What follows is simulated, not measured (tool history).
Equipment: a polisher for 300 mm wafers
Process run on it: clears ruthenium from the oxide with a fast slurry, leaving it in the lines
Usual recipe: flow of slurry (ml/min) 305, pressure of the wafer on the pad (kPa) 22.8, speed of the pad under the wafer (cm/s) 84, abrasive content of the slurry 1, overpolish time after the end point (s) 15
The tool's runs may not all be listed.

run,hour,flow of slurry (ml/min),pressure of the wafer on the pad (kPa),speed of the pad under the wafer (cm/s),abrasive content of the slurry,overpolish time after the end point (s),wafers since the last listed run,wafers polished on this pad,hours since the slurry nozzle was cleaned,hours since the head pressure was calibrated,hours since the slurry blender was calibrated,"incoming thickness of the incoming film, nm",time until the end point was called (s),dishing of a wide line in a test structure (nm)
1,0,305,22.8,84,1,15,0,932,162.3,946.1,19.2,179.9,45.9,47
2,17.3,305,22.8,84,1,15,284,1216,179.6,963.4,36.5,182.1,46.7,47.3
# hour 37.8: worn pad replaced by a new one
# hour 66: head pressure recalibrated
3,67.7,305,22.8,84,1,15,729,458,230,1.7,86.9,182,47.7,46.3
4,81.3,305,22.8,84,1,15,223,682,243.6,15.3,100.5,180.2,48.5,44.2
5,94.8,305,22.8,84,1,15,221,903,257.1,28.8,114,181.5,49.6,44.1
6,103.8,305,28.3,84,1,15,147,1051,266.1,37.8,123,181.3,40.5,53.3
# hour 118.9: slurry blender recalibrated
7,120.4,305,22.8,84,1,15,239,1291,282.7,54.4,1.5,176.6,45.3,46.9
# hour 138.4: worn pad replaced by a new one
8,138.9,305,22.8,84,1,15,238,7,301.2,72.9,20,182.4,47.1,46.8
9,147,305,19.3,84,1,15,133,140,309.3,81,28.1,181.5,55.1,40.8
10,164.6,305,19.3,84,1,15,289,429,326.9,98.6,45.7,180,55.3,40.4
11,172.9,305,19.3,84,1,15,136,566,335.2,106.9,54,182.2,56,39.7
12,189.3,265,22.8,74,1,15,269,835,351.6,123.3,70.4,180.3,54,41.5
13,197.8,305,22.8,84,1,15,139,974,360.1,131.8,78.9,181.9,48.2,45
# hour 200.1: slurry nozzle cleaned
14,205,305,22.8,84,1,9,101,1076,4.9,139,86.1,180.6,49,27.9
15,219.2,305,22.8,84,1.2,8,233,1309,19.1,153.2,100.3,181.3,45.6,26.6
16,225.3,305,19.3,84,1,15,100,1410,25.2,159.3,106.4,181.5,59.2,38.3
# hour 238.1: worn pad replaced by a new one
# hour 239.1: slurry blender recalibrated
17,239.6,305,22.8,84,1,15,151,7,39.5,173.6,0.5,179.6,44.9,48
18,245.7,305,15.9,100,1,15,100,107,45.6,179.7,6.6,179.6,56.6,39.4
19,260.1,305,20,84,1.3,15,236,344,60,194.1,21,182.9,46.7,46.7
20,269.8,305,17.9,84,0.75,15,159,503,69.7,203.8,30.7,181.6,69.3,33.2
21,279,305,22.8,76,0.85,15,151,654,78.9,213,39.9,177.6,54.5,39.9
22,292.7,305,22.8,62,0.75,20,224,879,92.6,226.7,53.6,183.5,69.9,41.6
23,302.7,305,22.8,84,0.9,15,164,1043,102.6,236.7,63.6,177.6,48.7,44.3
# hour 335.9: worn pad replaced by a new one
24,339.8,305,25.5,98,1.1,15,543,63,139.7,273.8,100.7,184.1,37,57.5
25,354.3,335,15.2,84,1,15,238,301,154.2,288.3,115.2,181.6,74,30.8
26,368.6,245,22.8,76,1,15,234,536,168.5,302.6,129.5,179,56,40.6
27,379.9,305,22.8,62,0.75,20,185,722,179.8,313.9,140.8,177.9,77.7,37.4

Predict each of these 5 candidate next runs independently; none follows another, all start after run 27:
A,380.3,305,22.8,56,1,15,6,728,180.2,314.3,141.2,178.3,?,?
B,380.3,305,22.8,84,1.3,15,6,728,180.2,314.3,141.2,178.3,?,?
C,380.3,375,22.8,84,1,15,6,728,180.2,314.3,141.2,178.3,?,?
D,380.3,380,15.2,98,0.9,15,6,728,180.2,314.3,141.2,178.3,?,?
E,380.3,305,17.9,56,1,15,6,728,180.2,314.3,141.2,178.3,?,?

run,time until the end point was called (s),dishing of a wide line in a test structure (nm)
A,71.9,31
B,45.1,47.2
C,50.9,42.4
D,70.9,31.4
E,91.2,24.9
Take away the tool's hidden state, keep each run's random variation, and the runs would have read:
run,time until the end point was called (s),dishing of a wide line in a test structure (nm)
A,63.3,34.8
B,40.5,51.8
C,44.8,47.4
D,62.1,35.5
E,80.4,28
